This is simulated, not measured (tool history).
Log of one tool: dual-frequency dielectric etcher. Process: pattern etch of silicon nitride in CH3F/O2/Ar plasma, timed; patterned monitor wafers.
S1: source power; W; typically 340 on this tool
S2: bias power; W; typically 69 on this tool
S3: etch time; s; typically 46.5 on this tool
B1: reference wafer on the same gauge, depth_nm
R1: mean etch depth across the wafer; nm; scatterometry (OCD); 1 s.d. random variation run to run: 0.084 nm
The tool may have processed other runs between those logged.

Run 1, hour 0.0: usual settings but S2 64 W; B1 31.00. Result: R1 28.60 nm.
Run 2, hour 14.1: usual settings; B1 31.02. Result: R1 29.22 nm.
Run 3, hour 75.4: usual settings; B1 30.98. Result: R1 29.17 nm.
Run 4, hour 105.9: usual settings but S3 43.5 s; B1 30.96. Result: R1 27.29 nm.
Run 5, hour 129.1: usual settings but S3 43.5 s; B1 31.01. Result: R1 27.34 nm.
Run 6, hour 144.9: usual settings but S3 43.5 s; B1 30.97. Result: R1 27.45 nm.
Run 7, hour 163.0: usual settings but S2 82 W; B1 31.03. Result: R1 30.82 nm.
Run 8, hour 179.4: usual settings but S2 82 W; B1 30.98. Result: R1 30.87 nm.
Run 9, hour 199.6: usual settings but S2 82 W; B1 31.00. Result: R1 30.95 nm.
Run 10, hour 219.1: usual settings; B1 31.02. Result: R1 29.23 nm.
At hour 267.6: upper electrode replaced.
Run 11, hour 268.1: usual settings; B1 31.03. Result: R1 29.29 nm.
Run 12, hour 284.4: usual settings; B1 31.05. Result: R1 29.24 nm.
At hour 303.3: gauge calibrated.
At hour 318.6: wet clean of the chamber.
Run 13, hour 320.2: usual settings but S1 380 W, S3 35.5 s; B1 30.99. Result: R1 22.99 nm.
Run 14, hour 349.9: usual settings but S1 420 W, S3 35.0 s; B1 31.03. Result: R1 23.52 nm.
At hour 393.4: bias power generator calibrated.
Run 15, hour 447.5: usual settings but S2 82 W; B1 31.02. Result: R1 30.95 nm.
Run 16, hour 461.4: usual settings but S2 61 W; B1 31.00. Result: R1 28.23 nm.
At hour 484.1: source power generator calibrated.
Run 17, hour 484.6: usual settings but S1 420 W, S3 35.0 s; B1 30.96. Result: R1 23.51 nm.
Run 18, hour 505.5: usual settings but S1 400 W, S2 52 W; B1 30.99. Result: R1 28.14 nm.
Run 19, hour 536.9: usual settings but S1 370 W; B1 31.02. Result: R1 29.99 nm.
Run 20, hour 571.3: usual settings; B1 31.01. Result: R1 29.25 nm.
Run 21, hour 596.9: usual settings but S1 290 W, S2 78 W, S3 40.0 s; B1 30.99. Result: R1 24.98 nm.
Run 22, hour 614.9: usual settings but S3 43.5 s; B1 30.99. Result: R1 27.32 nm.
Run 23, hour 629.9: usual settings but S2 57 W, S3 42.5 s; B1 31.00. Result: R1 25.27 nm.
Run 24, hour 650.8: usual settings but S1 300 W, S2 60 W; B1 31.01. Result: R1 26.97 nm.
Run 25, hour 669.1: usual settings but S1 390 W, S2 53 W; B1 31.00. Result: R1 28.15 nm.
Run 26, hour 700.2: usual settings but S3 34.5 s; B1 31.00. Result: R1 21.58 nm.

3 options for the next run, each taken on its own from the tool as it stands now. Forecast them:
Run A, hour 700.6: usual settings; B1 ?. Result: R1 ?.
Run B, hour 700.6: usual settings but S1 270 W, S3 58.5 s; B1 ?. Result: R1 ?.
Run C, hour 700.6: usual settings but S1 380 W, S2 58 W, S3 52.5 s; B1 ?. Result: R1 ?.

run     B1     R1
  A  31.02  29.40
  B  31.02  34.62
  C  31.02  32.57
With the hidden condition removed and each run's random variation left untouched, the same runs would have given:
run     R1
  A  29.40
  B  34.62
  C  32.57
